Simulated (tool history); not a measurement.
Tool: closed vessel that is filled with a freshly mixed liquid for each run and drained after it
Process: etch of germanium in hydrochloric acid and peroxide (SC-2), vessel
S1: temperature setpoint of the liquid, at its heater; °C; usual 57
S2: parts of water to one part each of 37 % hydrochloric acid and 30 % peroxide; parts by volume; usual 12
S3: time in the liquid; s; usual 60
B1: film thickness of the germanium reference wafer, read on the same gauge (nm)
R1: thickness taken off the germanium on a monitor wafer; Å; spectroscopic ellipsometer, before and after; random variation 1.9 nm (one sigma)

run 1 hour=0 | S1=57 S2=12 S3=60 | B1=39.99 | R1=1907.7
run 2 hour=66 | S1=57 S2=12 S3=60 | B1=40 | R1=1942.4
run 3 hour=112 | S1=57 S2=12 S3=60 | B1=39.99 | R1=1953.2
-- hour=215.2 chemicals flow meter replaced
-- hour=335.5 new drum of peroxide connected
run 4 hour=391.7 | S1=57 S2=12 S3=60 | B1=40.01 | R1=1947.3
run 5 hour=478.9 | S1=57 S2=12 S3=60 | B1=40.02 | R1=1904.4
run 6 hour=535.3 | S1=57 S2=10 S3=60 | B1=40.01 | R1=1951.4
run 7 hour=617.1 | S1=57 S2=10 S3=60 | B1=39.97 | R1=1947.3
run 8 hour=709.7 | S1=57 S2=12 S3=60 | B1=40.01 | R1=1880.8
-- hour=752.6 new drum of peroxide connected
run 9 hour=753.1 | S1=57 S2=12 S3=60 | B1=39.99 | R1=1874.8
run 10 hour=802.3 | S1=57 S2=12 S3=60 | B1=39.99 | R1=1879.6
run 11 hour=883.5 | S1=61.5 S2=12 S3=60 | B1=39.99 | R1=2129
run 12 hour=935.7 | S1=57 S2=12 S3=60 | B1=40 | R1=1885.3
run 13 hour=988.9 | S1=57 S2=12 S3=60 | B1=39.98 | R1=1860.5
-- hour=1078.9 thermometer replaced
run 14 hour=1092.4 | S1=57 S2=12 S3=60 | B1=39.98 | R1=1979.9
run 15 hour=1192 | S1=59.5 S2=18 S3=95 | B1=40.01 | R1=3179.7
-- hour=1205.8 new drum of peroxide connected
run 16 hour=1247.2 | S1=57 S2=12 S3=60 | B1=39.99 | R1=1996.9
-- hour=1255.7 chemicals flow meter replaced
run 17 hour=1309.2 | S1=49.5 S2=12 S3=60 | B1=39.99 | R1=1547.6
run 18 hour=1367.2 | S1=47.5 S2=13.5 S3=60 | B1=40.02 | R1=1464.5
run 19 hour=1461 | S1=62.5 S2=16.5 S3=60 | B1=39.98 | R1=2185.9
run 20 hour=1548.8 | S1=63 S2=17.5 S3=85 | B1=39.99 | R1=3058.3
run 21 hour=1644.7 | S1=65 S2=10 S3=90 | B1=39.97 | R1=3799.6
-- hour=1716.1 gauge calibrated
run 22 hour=1731.1 | S1=57 S2=12 S3=60 | B1=40 | R1=1930.9
-- hour=1735.7 new drum of peroxide connected
run 23 hour=1814.5 | S1=62.5 S2=16.5 S3=60 | B1=40 | R1=2138
run 24 hour=1917.5 | S1=51 S2=12 S3=90 | B1=40.01 | R1=2441.1
run 25 hour=2017.4 | S1=60.5 S2=16 S3=45 | B1=40.02 | R1=1551.2
run 26 hour=2108.2 | S1=57 S2=12 S3=60 | B1=40.01 | R1=1917.3
run 27 hour=2157.4 | S1=57 S2=12 S3=60 | B1=40 | R1=1923.1
-- hour=2174.8 new drum of peroxide connected
run 28 hour=2221.4 | S1=57 S2=12 S3=45 | B1=40 | R1=1445.7
run 29 hour=2307.4 | S1=57 S2=12 S3=60 | B1=40.01 | R1=1923.6

5 ways to go on from here, each from the tool as it stands after run 29. What would each give?
run A hour=2308.1 | S1=57 S2=12 S3=60 | B1=? | R1=?
run B hour=2308.1 | S1=60.5 S2=12 S3=30 | B1=? | R1=?
run C hour=2308.1 | S1=47.5 S2=17.5 S3=90 | B1=? | R1=?
run D hour=2308.1 | S1=64 S2=16.5 S3=85 | B1=? | R1=?
run E hour=2308.1 | S1=66 S2=12 S3=40 | B1=? | R1=?

run=A B1=39.98 R1=1939
run=B B1=39.98 R1=1075.4
run=C B1=39.98 R1=2055.5
run=D B1=39.98 R1=3199
run=E B1=39.98 R1=1679.3
Without the tool's hidden state the same runs would have given:
run=A R1=2015.7
run=B R1=1116.9
run=C R1=2140.6
run=D R1=3317
run=E R1=1741.7
